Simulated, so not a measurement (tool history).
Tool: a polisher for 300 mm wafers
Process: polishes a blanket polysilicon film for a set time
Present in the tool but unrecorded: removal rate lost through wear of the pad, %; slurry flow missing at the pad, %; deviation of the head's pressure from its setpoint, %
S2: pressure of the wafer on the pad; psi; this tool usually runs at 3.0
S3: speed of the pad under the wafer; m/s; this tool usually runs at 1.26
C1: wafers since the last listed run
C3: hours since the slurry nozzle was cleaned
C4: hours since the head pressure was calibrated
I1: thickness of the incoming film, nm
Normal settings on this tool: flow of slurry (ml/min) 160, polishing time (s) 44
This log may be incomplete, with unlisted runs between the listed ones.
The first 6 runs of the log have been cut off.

{"run": 7, "hour": 162.8, "flow of slurry (ml/min)": 160, "S2": 3.7, "S3": 1.26, "polishing time (s)": 44, "C1": 419, "wafers polished on this pad": 1130, "C3": 166.7, "C4": 190.4, "I1": 1403.0, "film removed (angstrom)": 5457}
{"run": 8, "hour": 186.9, "flow of slurry (ml/min)": 160, "S2": 3.7, "S3": 1.26, "polishing time (s)": 44, "C1": 305, "wafers polished on this pad": 1436, "C3": 190.8, "C4": 214.5, "I1": 1373.9, "film removed (angstrom)": 5430}
{"run": 9, "hour": 202.4, "flow of slurry (ml/min)": 160, "S2": 3.0, "S3": 1.26, "polishing time (s)": 39, "C1": 196, "wafers polished on this pad": 1632, "C3": 206.3, "C4": 230.0, "I1": 1405.3, "film removed (angstrom)": 3973}
{"run": 10, "hour": 227.6, "flow of slurry (ml/min)": 160, "S2": 3.0, "S3": 1.26, "polishing time (s)": 39, "C1": 319, "wafers polished on this pad": 1952, "C3": 231.5, "C4": 255.2, "I1": 1376.5, "film removed (angstrom)": 3922}
{"hour": 241.9, "done": "worn pad replaced by a new one"}
{"hour": 242.5, "done": "slurry nozzle cleaned"}
{"run": 11, "hour": 251.3, "flow of slurry (ml/min)": 145, "S2": 3.0, "S3": 1.26, "polishing time (s)": 44, "C1": 242, "wafers polished on this pad": 111, "C3": 8.8, "C4": 278.9, "I1": 1387.8, "film removed (angstrom)": 4619}
{"run": 12, "hour": 285.0, "flow of slurry (ml/min)": 145, "S2": 3.0, "S3": 1.26, "polishing time (s)": 44, "C1": 427, "wafers polished on this pad": 539, "C3": 42.5, "C4": 312.6, "I1": 1400.8, "film removed (angstrom)": 4601}
{"run": 13, "hour": 315.7, "flow of slurry (ml/min)": 145, "S2": 3.0, "S3": 1.26, "polishing time (s)": 44, "C1": 389, "wafers polished on this pad": 928, "C3": 73.2, "C4": 343.3, "I1": 1394.8, "film removed (angstrom)": 4529}
{"run": 14, "hour": 339.8, "flow of slurry (ml/min)": 160, "S2": 2.5, "S3": 1.26, "polishing time (s)": 44, "C1": 305, "wafers polished on this pad": 1233, "C3": 97.3, "C4": 367.4, "I1": 1402.1, "film removed (angstrom)": 3897}
{"run": 15, "hour": 357.1, "flow of slurry (ml/min)": 160, "S2": 3.0, "S3": 1.04, "polishing time (s)": 41, "C1": 219, "wafers polished on this pad": 1453, "C3": 114.6, "C4": 384.7, "I1": 1393.2, "film removed (angstrom)": 3553}
{"run": 16, "hour": 386.8, "flow of slurry (ml/min)": 160, "S2": 2.4, "S3": 1.26, "polishing time (s)": 56, "C1": 376, "wafers polished on this pad": 1829, "C3": 144.3, "C4": 414.4, "I1": 1400.4, "film removed (angstrom)": 4681}
{"run": 17, "hour": 410.8, "flow of slurry (ml/min)": 160, "S2": 3.0, "S3": 1.26, "polishing time (s)": 44, "C1": 304, "wafers polished on this pad": 2134, "C3": 168.3, "C4": 438.4, "I1": 1422.7, "film removed (angstrom)": 4535}
{"hour": 420.2, "done": "worn pad replaced by a new one"}
{"hour": 481.3, "done": "head pressure recalibrated"}
{"run": 18, "hour": 481.8, "flow of slurry (ml/min)": 160, "S2": 3.0, "S3": 1.26, "polishing time (s)": 44, "C1": 824, "wafers polished on this pad": 755, "C3": 239.3, "C4": 0.5, "I1": 1396.1, "film removed (angstrom)": 4407}
{"run": 19, "hour": 499.8, "flow of slurry (ml/min)": 130, "S2": 3.0, "S3": 1.26, "polishing time (s)": 44, "C1": 228, "wafers polished on this pad": 983, "C3": 257.3, "C4": 18.5, "I1": 1415.9, "film removed (angstrom)": 4190}
{"run": 20, "hour": 534.0, "flow of slurry (ml/min)": 160, "S2": 3.0, "S3": 1.44, "polishing time (s)": 57, "C1": 433, "wafers polished on this pad": 1417, "C3": 291.5, "C4": 52.7, "I1": 1382.6, "film removed (angstrom)": 6295}
{"hour": 542.8, "done": "slurry nozzle cleaned"}
{"hour": 559.4, "done": "worn pad replaced by a new one"}
{"run": 21, "hour": 562.4, "flow of slurry (ml/min)": 160, "S2": 3.0, "S3": 0.82, "polishing time (s)": 44, "C1": 296, "wafers polished on this pad": 37, "C3": 19.6, "C4": 81.1, "I1": 1372.3, "film removed (angstrom)": 3183}
{"run": 22, "hour": 626.2, "flow of slurry (ml/min)": 180, "S2": 3.8, "S3": 1.26, "polishing time (s)": 40, "C1": 808, "wafers polished on this pad": 846, "C3": 83.4, "C4": 144.9, "I1": 1406.6, "film removed (angstrom)": 5301}
{"run": 23, "hour": 646.0, "flow of slurry (ml/min)": 140, "S2": 3.0, "S3": 1.26, "polishing time (s)": 44, "C1": 251, "wafers polished on this pad": 1097, "C3": 103.2, "C4": 164.7, "I1": 1379.5, "film removed (angstrom)": 4432}
{"run": 24, "hour": 669.4, "flow of slurry (ml/min)": 160, "S2": 3.0, "S3": 1.26, "polishing time (s)": 44, "C1": 296, "wafers polished on this pad": 1394, "C3": 126.6, "C4": 188.1, "I1": 1385.6, "film removed (angstrom)": 4508}
{"run": 25, "hour": 682.7, "flow of slurry (ml/min)": 145, "S2": 3.0, "S3": 1.02, "polishing time (s)": 44, "C1": 168, "wafers polished on this pad": 1563, "C3": 139.9, "C4": 201.4, "I1": 1398.3, "film removed (angstrom)": 3666}
{"hour": 712.1, "done": "worn pad replaced by a new one"}
{"run": 26, "hour": 715.4, "flow of slurry (ml/min)": 190, "S2": 2.3, "S3": 1.64, "polishing time (s)": 44, "C1": 363, "wafers polished on this pad": 42, "C3": 172.6, "C4": 234.1, "I1": 1389.7, "film removed (angstrom)": 4642}
{"run": 27, "hour": 727.8, "flow of slurry (ml/min)": 160, "S2": 3.0, "S3": 0.9, "polishing time (s)": 44, "C1": 157, "wafers polished on this pad": 199, "C3": 185.0, "C4": 246.5, "I1": 1402.4, "film removed (angstrom)": 3251}
{"run": 28, "hour": 747.2, "flow of slurry (ml/min)": 160, "S2": 3.0, "S3": 1.26, "polishing time (s)": 44, "C1": 245, "wafers polished on this pad": 445, "C3": 204.4, "C4": 265.9, "I1": 1402.7, "film removed (angstrom)": 4399}
{"run": 29, "hour": 773.0, "flow of slurry (ml/min)": 160, "S2": 3.0, "S3": 1.26, "polishing time (s)": 44, "C1": 327, "wafers polished on this pad": 772, "C3": 230.2, "C4": 291.7, "I1": 1426.4, "film removed (angstrom)": 4383}
{"run": 30, "hour": 796.1, "flow of slurry (ml/min)": 115, "S2": 2.7, "S3": 1.26, "polishing time (s)": 58, "C1": 292, "wafers polished on this pad": 1065, "C3": 253.3, "C4": 314.8, "I1": 1391.5, "film removed (angstrom)": 4754}

3 options for the next run, each taken on its own from the tool as it stands now. Forecast them:
{"run": "A", "hour": 796.5, "flow of slurry (ml/min)": 115, "S2": 3.0, "S3": 1.26, "polishing time (s)": 44, "C1": 5, "wafers polished on this pad": 1070, "C3": 253.7, "C4": 315.2, "I1": 1397.4, "film removed (angstrom)": "?"}
{"run": "B", "hour": 796.5, "flow of slurry (ml/min)": 125, "S2": 3.0, "S3": 1.08, "polishing time (s)": 37, "C1": 5, "wafers polished on this pad": 1070, "C3": 253.7, "C4": 315.2, "I1": 1397.4, "film removed (angstrom)": "?"}
{"run": "C", "hour": 796.5, "flow of slurry (ml/min)": 205, "S2": 3.0, "S3": 0.94, "polishing time (s)": 44, "C1": 5, "wafers polished on this pad": 1070, "C3": 253.7, "C4": 315.2, "I1": 1397.4, "film removed (angstrom)": "?"}

run=A film_removed_(angstrom)=3953
run=B film_removed_(angstrom)=2965
run=C film_removed_(angstrom)=3511
Had the tool no hidden state, the same runs would have come out as:
run=A film_removed_(angstrom)=4450
run=B film_removed_(angstrom)=3310
run=C film_removed_(angstrom)=3767
